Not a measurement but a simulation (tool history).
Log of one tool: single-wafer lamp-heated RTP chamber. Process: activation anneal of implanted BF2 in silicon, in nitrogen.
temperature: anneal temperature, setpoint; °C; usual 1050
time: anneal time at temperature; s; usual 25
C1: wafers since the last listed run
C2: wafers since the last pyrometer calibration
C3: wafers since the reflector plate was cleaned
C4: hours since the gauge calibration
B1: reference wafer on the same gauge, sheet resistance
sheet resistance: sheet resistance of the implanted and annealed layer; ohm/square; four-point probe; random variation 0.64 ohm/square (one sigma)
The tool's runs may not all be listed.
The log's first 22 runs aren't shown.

Run 23, hour 606.3: usual settings; C1 421; C2 477; C3 2753; C4 1129.5; B1 410.94. Result: sheet resistance 404.29 ohm/square.
Run 24, hour 618.3: usual settings but temperature 1059 °C, time 19 s; C1 146; C2 623; C3 2899; C4 1141.5; B1 411.03. Result: sheet resistance 406.57 ohm/square.
Run 25, hour 631.9: usual settings; C1 165; C2 789; C3 3065; C4 1155.1; B1 410.89. Result: sheet resistance 405.57 ohm/square.
At hour 636.7: gauge calibrated.
Run 26, hour 652.5: usual settings but temperature 1022 °C; C1 250; C2 1040; C3 3316; C4 15.8; B1 410.95. Result: sheet resistance 410.95 ohm/square.
Run 27, hour 667.6: usual settings but temperature 1075 °C; C1 183; C2 1224; C3 3500; C4 30.9; B1 410.88. Result: sheet resistance 397.59 ohm/square.
Run 28, hour 680.4: usual settings but temperature 1024 °C, time 21 s; C1 155; C2 1379; C3 3656; C4 43.7; B1 411.07. Result: sheet resistance 412.58 ohm/square.
Run 29, hour 694.2: usual settings but temperature 1024 °C, time 39 s; C1 168; C2 1548; C3 3824; C4 57.5; B1 410.87. Result: sheet resistance 405.79 ohm/square.
Run 30, hour 724.4: usual settings but temperature 1074 °C, time 16 s; C1 367; C2 1915; C3 4192; C4 87.7; B1 411.09. Result: sheet resistance 404.7 ohm/square.
Run 31, hour 753.5: usual settings but temperature 1064 °C, time 33 s; C1 354; C2 2270; C3 4546; C4 116.8; B1 410.91. Result: sheet resistance 396.1 ohm/square.
Run 32, hour 789.1: usual settings but temperature 1034 °C, time 15 s; C1 433; C2 2704; C3 4980; C4 152.4; B1 410.93. Result: sheet resistance 413.96 ohm/square.
Run 33, hour 814.4: usual settings; C1 308; C2 3012; C3 5288; C4 177.7; B1 410.8. Result: sheet resistance 404.48 ohm/square.
Run 34, hour 843.8: usual settings but temperature 1077 °C, time 12 s; C1 358; C2 3370; C3 5646; C4 207.1; B1 410.89. Result: sheet resistance 408.32 ohm/square.
Run 35, hour 867.6: usual settings but temperature 1079 °C, time 12 s; C1 289; C2 3660; C3 5936; C4 230.9; B1 411.07. Result: sheet resistance 407.5 ohm/square.
Run 36, hour 901.2: usual settings but time 33 s; C1 409; C2 4069; C3 6345; C4 264.5; B1 411.18. Result: sheet resistance 399.52 ohm/square.
Run 37, hour 921.8: usual settings but time 38 s; C1 250; C2 4320; C3 6596; C4 285.1; B1 410.87. Result: sheet resistance 396.67 ohm/square.

Forecast each of these 4 alternatives for the next run:
Run A, hour 922.2: usual settings; C1 4; C2 4325; C3 6601; C4 285.5; B1 ?. Result: sheet resistance ?.
Run B, hour 922.2: usual settings but time 34 s; C1 4; C2 4325; C3 6601; C4 285.5; B1 ?. Result: sheet resistance ?.
Run C, hour 922.2: usual settings but temperature 1078 °C, time 35 s; C1 4; C2 4325; C3 6601; C4 285.5; B1 ?. Result: sheet resistance ?.
Run D, hour 922.2: usual settings but temperature 1059 °C, time 10 s; C1 4; C2 4325; C3 6601; C4 285.5; B1 ?. Result: sheet resistance ?.

run   B1  sheet resistance
  A  411            403.25
  B  411            398.46
  C  411            388.68
  D  411            412.82
Without the tool's hidden state the same runs would have given:
run  sheet resistance
  A            404.91
  B            400.37
  C             390.9
  D            413.81
